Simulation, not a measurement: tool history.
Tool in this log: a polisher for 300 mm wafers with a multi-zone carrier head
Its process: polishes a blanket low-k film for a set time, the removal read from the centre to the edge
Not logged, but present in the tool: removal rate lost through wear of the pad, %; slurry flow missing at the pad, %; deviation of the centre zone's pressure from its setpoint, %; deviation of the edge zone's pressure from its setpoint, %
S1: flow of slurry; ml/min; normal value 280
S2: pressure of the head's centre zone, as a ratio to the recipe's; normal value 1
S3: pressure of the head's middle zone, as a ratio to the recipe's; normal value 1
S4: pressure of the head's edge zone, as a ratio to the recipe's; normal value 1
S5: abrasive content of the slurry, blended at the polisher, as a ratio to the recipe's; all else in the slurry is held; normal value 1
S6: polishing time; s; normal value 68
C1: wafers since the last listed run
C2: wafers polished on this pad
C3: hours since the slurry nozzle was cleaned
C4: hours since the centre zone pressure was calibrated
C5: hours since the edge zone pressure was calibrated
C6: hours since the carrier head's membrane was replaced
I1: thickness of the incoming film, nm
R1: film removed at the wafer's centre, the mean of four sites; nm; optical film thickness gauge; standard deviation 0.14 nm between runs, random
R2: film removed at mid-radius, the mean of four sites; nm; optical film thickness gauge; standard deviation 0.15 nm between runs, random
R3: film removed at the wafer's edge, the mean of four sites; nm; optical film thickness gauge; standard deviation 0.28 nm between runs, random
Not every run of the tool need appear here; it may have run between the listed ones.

Run 1, hour 0: usual settings; C1 0; C2 578; C3 700.5; C4 39.3; C5 25.3; C6 583.3; I1 379.9. Result: R1 20.3 nm, R2 21.1 nm, R3 21.9 nm.
At hour 4.9: slurry nozzle cleaned.
Run 2, hour 14.5: usual settings; C1 153; C2 731; C3 9.6; C4 53.8; C5 39.8; C6 597.8; I1 382.8. Result: R1 20.8 nm, R2 21.8 nm, R3 22.5 nm.
At hour 22.8: worn pad replaced by a new one.
Run 3, hour 31.3: usual settings; C1 145; C2 96; C3 26.4; C4 70.6; C5 56.6; C6 614.6; I1 384.8. Result: R1 22.1 nm, R2 23 nm, R3 23.7 nm.
Run 4, hour 42.6: usual settings; C1 128; C2 224; C3 37.7; C4 81.9; C5 67.9; C6 625.9; I1 383. Result: R1 22 nm, R2 22.9 nm, R3 23.6 nm.
Run 5, hour 55.9: usual settings; C1 150; C2 375; C3 51; C4 95.2; C5 81.2; C6 639.2; I1 386.3. Result: R1 22 nm, R2 22.9 nm, R3 23.1 nm.
Run 6, hour 65.8: usual settings but S5 1.2; C1 112; C2 487; C3 60.9; C4 105.1; C5 91.1; C6 649.1; I1 382.7. Result: R1 23.9 nm, R2 25 nm, R3 25.8 nm.
Run 7, hour 74.2: usual settings but S5 1.1, S6 50 s; C1 95; C2 583; C3 69.3; C4 113.5; C5 99.5; C6 657.5; I1 381.2. Result: R1 16.6 nm, R2 17.2 nm, R3 17.8 nm.
Run 8, hour 80.4: usual settings but S5 1.1; C1 70; C2 653; C3 75.5; C4 119.7; C5 105.7; C6 663.7; I1 374.6. Result: R1 22.6 nm, R2 23.6 nm, R3 24.2 nm.
Run 9, hour 89.4: usual settings but S1 355 ml/min, S3 1.09, S5 0.75, S6 79 s; C1 102; C2 755; C3 84.5; C4 128.7; C5 114.7; C6 672.7; I1 374.2. Result: R1 21 nm, R2 23.3 nm, R3 21.7 nm.
Run 10, hour 102.5: usual settings but S5 0.9, S6 51 s; C1 148; C2 904; C3 97.6; C4 141.8; C5 127.8; C6 685.8; I1 378.9. Result: R1 14.5 nm, R2 15.1 nm, R3 15.6 nm.
At hour 106.9: worn pad replaced by a new one.
Run 11, hour 117: usual settings but S1 200 ml/min, S4 0.88; C1 119; C2 114; C3 112.1; C4 156.3; C5 142.3; C6 700.3; I1 372.6. Result: R1 20.6 nm, R2 21.6 nm, R3 21.4 nm.
At hour 127.7: carrier head's membrane replaced by a new one.
Run 12, hour 128.9: usual settings but S2 1.03, S3 1.08; C1 78; C2 192; C3 124; C4 168.2; C5 154.2; C6 1.2; I1 383.5. Result: R1 22.5 nm, R2 24.4 nm, R3 23.4 nm.
Run 13, hour 137.6: usual settings; C1 98; C2 291; C3 132.7; C4 176.9; C5 162.9; C6 9.9; I1 381.2. Result: R1 21.6 nm, R2 22.7 nm, R3 22.8 nm.
Run 14, hour 147.3: usual settings but S1 185 ml/min, S6 91 s; C1 110; C2 401; C3 142.4; C4 186.6; C5 172.6; C6 19.6; I1 377. Result: R1 27 nm, R2 28.5 nm, R3 29.2 nm.
Run 15, hour 158.7: usual settings but S1 225 ml/min; C1 129; C2 531; C3 153.8; C4 198; C5 184; C6 31; I1 375. Result: R1 20.4 nm, R2 21.6 nm, R3 22.4 nm.
Run 16, hour 174.9: usual settings but S1 195 ml/min, S2 0.92; C1 183; C2 714; C3 170; C4 214.2; C5 200.2; C6 47.2; I1 383.4. Result: R1 18 nm, R2 20.5 nm, R3 21.5 nm.
Run 17, hour 188.1: usual settings but S2 1.05, S5 0.7; C1 149; C2 864; C3 183.2; C4 227.4; C5 213.4; C6 60.4; I1 381. Result: R1 16.5 nm, R2 16.7 nm, R3 17 nm.
Run 18, hour 195.8: usual settings but S3 0.97, S6 44 s; C1 87; C2 951; C3 190.9; C4 235.1; C5 221.1; C6 68.1; I1 383.4. Result: R1 13 nm, R2 13.2 nm, R3 13.8 nm.
At hour 201.1: worn pad replaced by a new one.
Run 19, hour 205: usual settings but S1 330 ml/min; C1 58; C2 44; C3 200.1; C4 244.3; C5 230.3; C6 77.3; I1 383.4. Result: R1 22.3 nm, R2 23.4 nm, R3 24.3 nm.
Run 20, hour 214.8: usual settings; C1 111; C2 155; C3 209.9; C4 254.1; C5 240.1; C6 87.1; I1 380.6. Result: R1 21.7 nm, R2 22.8 nm, R3 23.6 nm.
Run 21, hour 229.3: usual settings but S2 1.08, S5 0.7; C1 164; C2 320; C3 224.4; C4 268.6; C5 254.6; C6 101.6; I1 383.3. Result: R1 18 nm, R2 17.6 nm, R3 18.2 nm.

5 options for the next run, each taken on its own from the tool as it stands now. Forecast them:
Run A, hour 229.7: usual settings; C1 4; C2 324; C3 224.8; C4 269; C5 255; C6 102; I1 379.4. Result: R1 ?, R2 ?, R3 ?.
Run B, hour 229.7: usual settings but S5 0.9; C1 4; C2 324; C3 224.8; C4 269; C5 255; C6 102; I1 379.4. Result: R1 ?, R2 ?, R3 ?.
Run C, hour 229.7: usual settings but S3 1.04, S4 0.95; C1 4; C2 324; C3 224.8; C4 269; C5 255; C6 102; I1 379.4. Result: R1 ?, R2 ?, R3 ?.
Run D, hour 229.7: usual settings but S2 1.07, S4 1.05; C1 4; C2 324; C3 224.8; C4 269; C5 255; C6 102; I1 379.4. Result: R1 ?, R2 ?, R3 ?.
Run E, hour 229.7: usual settings but S1 325 ml/min, S5 1.1; C1 4; C2 324; C3 224.8; C4 269; C5 255; C6 102; I1 379.4. Result: R1 ?, R2 ?, R3 ?.

run    R1    R2    R3
  A  21.7  22.5  23.6
  B  20.3  21.1  22.1
  C  21.7  23.2    23
  D  23.2  22.5  24.1
  E  23.3  24.1  25.2
Take away the tool's hidden state, keep each run's random variation, and the runs would have read:
run    R1    R2    R3
  A  22.2    23  24.1
  B  20.8  21.6  22.6
  C  22.2  23.8  23.5
  D  23.7    23  24.7
  E  23.8  24.7  25.7
